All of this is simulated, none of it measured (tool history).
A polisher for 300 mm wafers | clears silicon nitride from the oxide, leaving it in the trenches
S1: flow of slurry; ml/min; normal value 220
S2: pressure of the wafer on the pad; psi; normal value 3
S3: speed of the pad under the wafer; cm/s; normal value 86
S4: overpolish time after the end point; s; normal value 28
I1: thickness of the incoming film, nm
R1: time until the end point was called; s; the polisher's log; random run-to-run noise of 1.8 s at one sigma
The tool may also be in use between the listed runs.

Run 1, hour 0: usual settings but S4 35 s; I1 103.7. Result: R1 148.4 s.
Run 2, hour 17.6: usual settings but S4 35 s; I1 104.7. Result: R1 156.4 s.
Run 3, hour 30.7: usual settings but S4 35 s; I1 106.3. Result: R1 156 s.
Run 4, hour 37.7: usual settings but S2 3.5 psi; I1 103.7. Result: R1 131.5 s.
At hour 50.2: worn pad replaced by a new one.
Run 5, hour 50.7: usual settings but S2 3.5 psi; I1 103.5. Result: R1 118.1 s.
Run 6, hour 64.6: usual settings but S2 3.5 psi; I1 103.8. Result: R1 121.2 s.
Run 7, hour 70.9: usual settings; I1 106.4. Result: R1 142.5 s.
Run 8, hour 82.3: usual settings; I1 104.4. Result: R1 143 s.
Run 9, hour 98.1: usual settings; I1 104.3. Result: R1 145.9 s.
Run 10, hour 113.6: usual settings; I1 102.9. Result: R1 151 s.
Run 11, hour 123.3: usual settings but S4 36 s; I1 104.2. Result: R1 148 s.
Run 12, hour 134.7: usual settings but S4 36 s; I1 104.4. Result: R1 148.3 s.
Run 13, hour 141.5: usual settings but S4 36 s; I1 105.4. Result: R1 155.3 s.
Run 14, hour 153.2: usual settings; I1 106.2. Result: R1 154.3 s.
Run 15, hour 160.5: usual settings; I1 105.5. Result: R1 155.3 s.
At hour 171.2: worn pad replaced by a new one.
Run 16, hour 173.2: usual settings; I1 104.9. Result: R1 140.8 s.
Run 17, hour 184.6: usual settings but S2 3.6 psi, S3 94 cm/s; I1 106.6. Result: R1 113.1 s.
Run 18, hour 198.8: usual settings but S4 38 s; I1 105.3. Result: R1 153.6 s.
Run 19, hour 211: usual settings but S1 155 ml/min, S2 2.2 psi, S3 102 cm/s; I1 103.9. Result: R1 185.6 s.
Run 20, hour 225.7: usual settings; I1 104.9. Result: R1 155.4 s.
Run 21, hour 236.2: usual settings but S1 280 ml/min, S2 3.5 psi, S3 76 cm/s, S4 22 s; I1 105.5. Result: R1 146.5 s.
Run 22, hour 243.8: usual settings but S2 2.3 psi; I1 103.6. Result: R1 202.5 s.
At hour 253.7: slurry nozzle cleaned.
Run 23, hour 254.2: usual settings but S2 2.7 psi, S3 114 cm/s, S4 35 s; I1 104. Result: R1 136.6 s.
Run 24, hour 267.4: usual settings but S1 290 ml/min, S2 2.1 psi, S3 60 cm/s, S4 18 s; I1 106.4. Result: R1 315.3 s.
At hour 270.3: head pressure recalibrated.
Run 25, hour 281.6: usual settings; I1 104.3. Result: R1 150.7 s.
Run 26, hour 292: usual settings but S2 2 psi; I1 105.6. Result: R1 235.8 s.
Run 27, hour 308.5: usual settings; I1 106. Result: R1 154.3 s.
At hour 314.4: worn pad replaced by a new one.
Run 28, hour 320.2: usual settings but S2 2.2 psi, S4 41 s; I1 103.9. Result: R1 182.7 s.
Run 29, hour 331.1: usual settings but S3 72 cm/s; I1 104.3. Result: R1 161.4 s.
Run 30, hour 348: usual settings but S1 175 ml/min, S2 2.2 psi; I1 105.8. Result: R1 203.1 s.
Run 31, hour 365.6: usual settings but S1 150 ml/min, S2 2.5 psi; I1 107. Result: R1 196.2 s.
Run 32, hour 378.8: usual settings but S1 160 ml/min, S3 74 cm/s, S4 33 s; I1 106.8. Result: R1 187.9 s.
Run 33, hour 388.6: usual settings but S1 175 ml/min, S2 2.7 psi; I1 104. Result: R1 173.3 s.
Run 34, hour 395.1: usual settings but S3 100 cm/s; I1 105.7. Result: R1 131.4 s.
Run 35, hour 409.4: usual settings but S2 2.6 psi, S3 68 cm/s, S4 35 s; I1 106.1. Result: R1 228.5 s.
Run 36, hour 417.9: usual settings; I1 104.6. Result: R1 148 s.
Run 37, hour 430.6: usual settings but S2 2.2 psi, S3 104 cm/s, S4 16 s; I1 104.9. Result: R1 169.5 s.
At hour 435.3: worn pad replaced by a new one.
Run 38, hour 440.7: usual settings; I1 105. Result: R1 138.4 s.

Branching from run 38: 3 alternative next runs. What would each branch give?
Run A, hour 441.2: usual settings but S1 280 ml/min; I1 106.6. Result: R1 ?.
Run B, hour 441.2: usual settings but S1 270 ml/min, S2 2.5 psi, S3 60 cm/s, S4 20 s; I1 106.6. Result: R1 ?.
Run C, hour 441.2: usual settings but S1 255 ml/min; I1 106.6. Result: R1 ?.

run     R1
  A  132.5
  B  228.8
  C  133.9
Stripped of hidden state, with their random variation kept, the same runs would have yielded:
run     R1
  A  126.1
  B  217.6
  C  127.3

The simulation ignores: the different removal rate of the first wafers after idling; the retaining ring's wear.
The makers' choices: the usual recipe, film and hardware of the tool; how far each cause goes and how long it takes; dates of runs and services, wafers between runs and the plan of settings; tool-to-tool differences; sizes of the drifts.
